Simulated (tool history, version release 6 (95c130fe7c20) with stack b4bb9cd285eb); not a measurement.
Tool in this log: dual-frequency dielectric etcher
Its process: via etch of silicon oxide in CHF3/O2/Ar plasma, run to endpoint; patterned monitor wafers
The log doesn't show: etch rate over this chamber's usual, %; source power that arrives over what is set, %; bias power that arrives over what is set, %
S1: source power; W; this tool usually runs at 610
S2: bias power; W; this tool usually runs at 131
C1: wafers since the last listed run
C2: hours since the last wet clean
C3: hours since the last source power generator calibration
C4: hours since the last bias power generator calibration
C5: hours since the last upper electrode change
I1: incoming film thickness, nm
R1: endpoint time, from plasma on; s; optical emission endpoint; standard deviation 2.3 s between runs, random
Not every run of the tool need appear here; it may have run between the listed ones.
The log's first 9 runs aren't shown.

run	hour	S1	S2	C1	C2	C3	C4	C5	I1	R1
# hour 674.1: wet clean of the chamber
10	674.6	540	131	121	0.5	1154.4	199.1	3464.2	719.1	444.2
11	759.6	610	108	249	85.5	1239.4	284.1	3549.2	728	471.6
12	831.3	610	108	210	157.2	1311.1	355.8	3620.9	721.5	466.8
13	916	610	131	249	241.9	1395.8	440.5	3705.6	728.7	430.3
14	973.7	610	131	169	299.6	1453.5	498.2	3763.3	728.2	430.5
15	1031.9	500	106	171	357.8	1511.7	556.4	3821.5	723.8	517.9
16	1120.4	610	131	260	446.3	1600.2	644.9	3910	724.4	424.5
17	1178.4	610	105	170	504.3	1658.2	702.9	3968	731.6	488.4
# hour 1362.8: wet clean of the chamber
18	1476.2	610	122	805	113.4	1956	1000.7	4265.8	734.5	447.1
19	1559.5	610	131	244	196.7	2039.3	1084	4349.1	731.9	435
20	1601.8	720	108	124	239	2081.6	1126.3	4391.4	717.1	441.7
21	1659.7	510	107	170	296.9	2139.5	1184.2	4449.3	718.6	504.2
# hour 1670.9: source power generator calibrated
22	1719.1	610	131	162	356.3	48.2	1243.6	4508.7	717.4	415.2
23	1791.6	610	131	213	428.8	120.7	1316.1	4581.2	726.6	424.5
24	1845	550	162	157	482.2	174.1	1369.5	4634.6	720.6	392.1
# hour 1902.2: upper electrode replaced
# hour 1950: wet clean of the chamber
25	1950.5	660	117	169	0.5	279.6	1475	48.3	722.2	429.9
26	2020.3	740	131	205	70.3	349.4	1544.8	118.1	726.7	393.8
27	2070.7	490	160	148	120.7	399.8	1595.2	168.5	731.2	420.3
28	2122.6	750	149	152	172.6	451.7	1647.1	220.4	729.6	366
29	2207.9	690	120	250	257.9	537	1732.4	305.7	730	421.7
30	2276.3	560	131	201	326.3	605.4	1800.8	374.1	731.5	442.7
31	2359	610	131	243	409	688.1	1883.5	456.8	720	421.4
32	2422.1	610	131	185	472.1	751.2	1946.6	519.9	724.8	425.8
33	2482.9	690	161	178	532.9	812	2007.4	580.7	724.3	366.4
34	2559.5	660	154	225	609.5	888.6	2084	657.3	723.6	379.7

Predict each of these 5 candidate next runs independently; none follows another, all start after run 34:
A	2560	610	103	1	610	889.1	2084.5	657.8	716.7	?
B	2560	520	157	1	610	889.1	2084.5	657.8	716.7	?
C	2560	730	107	1	610	889.1	2084.5	657.8	716.7	?
D	2560	720	160	1	610	889.1	2084.5	657.8	716.7	?
E	2560	520	110	1	610	889.1	2084.5	657.8	716.7	?

run	R1
A	475.8
B	407
C	435.2
D	358.2
E	487.9
Take away the tool's hidden state, keep each run's random variation, and the runs would have read:
run	R1
A	472.4
B	404.2
C	432.1
D	355.7
E	484.4
